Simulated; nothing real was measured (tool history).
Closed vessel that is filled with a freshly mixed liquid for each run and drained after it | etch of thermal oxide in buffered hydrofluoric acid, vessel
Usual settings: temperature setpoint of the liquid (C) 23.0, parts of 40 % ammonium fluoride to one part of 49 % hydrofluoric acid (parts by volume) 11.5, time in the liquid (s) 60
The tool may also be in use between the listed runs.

run   hour  temperature setpoint of the liquid (C)  parts of 40 % ammonium fluoride to one part of 49 % hydrofluoric acid (parts by volume)  time in the liquid (s)  wafers since the last listed run  hours since the thermometer was replaced  hours since the hydrofluoric acid flow meter was replaced  hours since the gauge calibration  read-back film thickness of the thermal oxide reference wafer, read on the same gauge (nm)  thickness taken off the thermal oxide on a monitor wafer (nm)
  1    0.0                                    23.0                                                                                     11.5                      60                                 0                                    1250.0                                                     1814.5                              457.0                                                                                       80.02                                                          63.24
  2   67.7                                    23.0                                                                                     11.5                      60                              4520                                    1317.7                                                     1882.2                              524.7                                                                                       80.00                                                          62.07
  3  119.6                                    23.0                                                                                     11.5                      60                              3465                                    1369.6                                                     1934.1                              576.6                                                                                       79.96                                                          63.13
  4  151.2                                    23.0                                                                                     11.5                      60                              2110                                    1401.2                                                     1965.7                              608.2                                                                                       79.98                                                          63.17
  5  202.4                                    23.0                                                                                     11.5                      60                              3419                                    1452.4                                                     2016.9                              659.4                                                                                       79.95                                                          63.03
  6  241.0                                    23.0                                                                                     11.5                      60                              2577                                    1491.0                                                     2055.5                              698.0                                                                                       80.02                                                          62.40
  7  303.6                                    23.0                                                                                     11.5                      45                              4180                                    1553.6                                                     2118.1                              760.6                                                                                       80.01                                                          47.10
     332.1  -- hydrofluoric acid flow meter replaced
     366.8  -- thermometer replaced
  8  369.5                                    23.0                                                                                     11.5                      45                              4267                                       2.7                                                       37.4                              826.5                                                                                       79.99                                                          46.94
     394.1  -- gauge calibrated
  9  409.6                                    23.0                                                                                     11.5                      45                              2677                                      42.8                                                       77.5                               15.5                                                                                       80.05                                                          47.87
 10  446.3                                    23.0                                                                                     11.5                      45                              2450                                      79.5                                                      114.2                               52.2                                                                                       79.97                                                          47.51
 11  554.3                                    20.5                                                                                     15.0                      60                              7212                                     187.5                                                      222.2                              160.2                                                                                       80.02                                                          41.81
 12  603.1                                    26.5                                                                                      7.0                      95                              3258                                     236.3                                                      271.0                              209.0                                                                                       80.01                                                         192.09
 13  642.1                                    23.0                                                                                     11.5                      50                              2604                                     275.3                                                      310.0                              248.0                                                                                       79.96                                                          51.91
 14  707.5                                    21.0                                                                                      7.0                      60                              4367                                     340.7                                                      375.4                              313.4                                                                                       79.97                                                          91.11
 15  762.0                                    25.0                                                                                      7.0                      60                              3639                                     395.2                                                      429.9                              367.9                                                                                       80.00                                                         113.38
 16  792.9                                    23.0                                                                                      8.5                      90                              2063                                     426.1                                                      460.8                              398.8                                                                                       79.97                                                         122.04
 17  831.0                                    23.0                                                                                     11.5                      60                              2544                                     464.2                                                      498.9                              436.9                                                                                       80.01                                                          63.60
 18  862.8                                    25.5                                                                                     11.5                      60                              2123                                     496.0                                                      530.7                              468.7                                                                                       79.98                                                          72.59

Forecast each of these 4 alternatives for the next run:
  A  863.5                                    23.0                                                                                     11.5                      60                                46                                     496.7                                                      531.4                              469.4                                                                                           ?                                                              ?
  B  863.5                                    28.0                                                                                     14.5                      45                                46                                     496.7                                                      531.4                              469.4                                                                                           ?                                                              ?
  C  863.5                                    25.0                                                                                      9.5                      45                                46                                     496.7                                                      531.4                              469.4                                                                                           ?                                                              ?
  D  863.5                                    23.0                                                                                     16.0                      80                                46                                     496.7                                                      531.4                              469.4                                                                                           ?                                                              ?

run  read-back film thickness of the thermal oxide reference wafer, read on the same gauge (nm)  thickness taken off the thermal oxide on a monitor wafer (nm)
  A                                                                                       80.04                                                          62.84
  B                                                                                       80.04                                                          49.22
  C                                                                                       80.04                                                          62.20
  D                                                                                       80.04                                                          60.61
Without the tool's hidden state the same runs would have given:
run  thickness taken off the thermal oxide on a monitor wafer (nm)
  A                                                          62.84
  B                                                          49.22
  C                                                          62.20
  D                                                          60.61
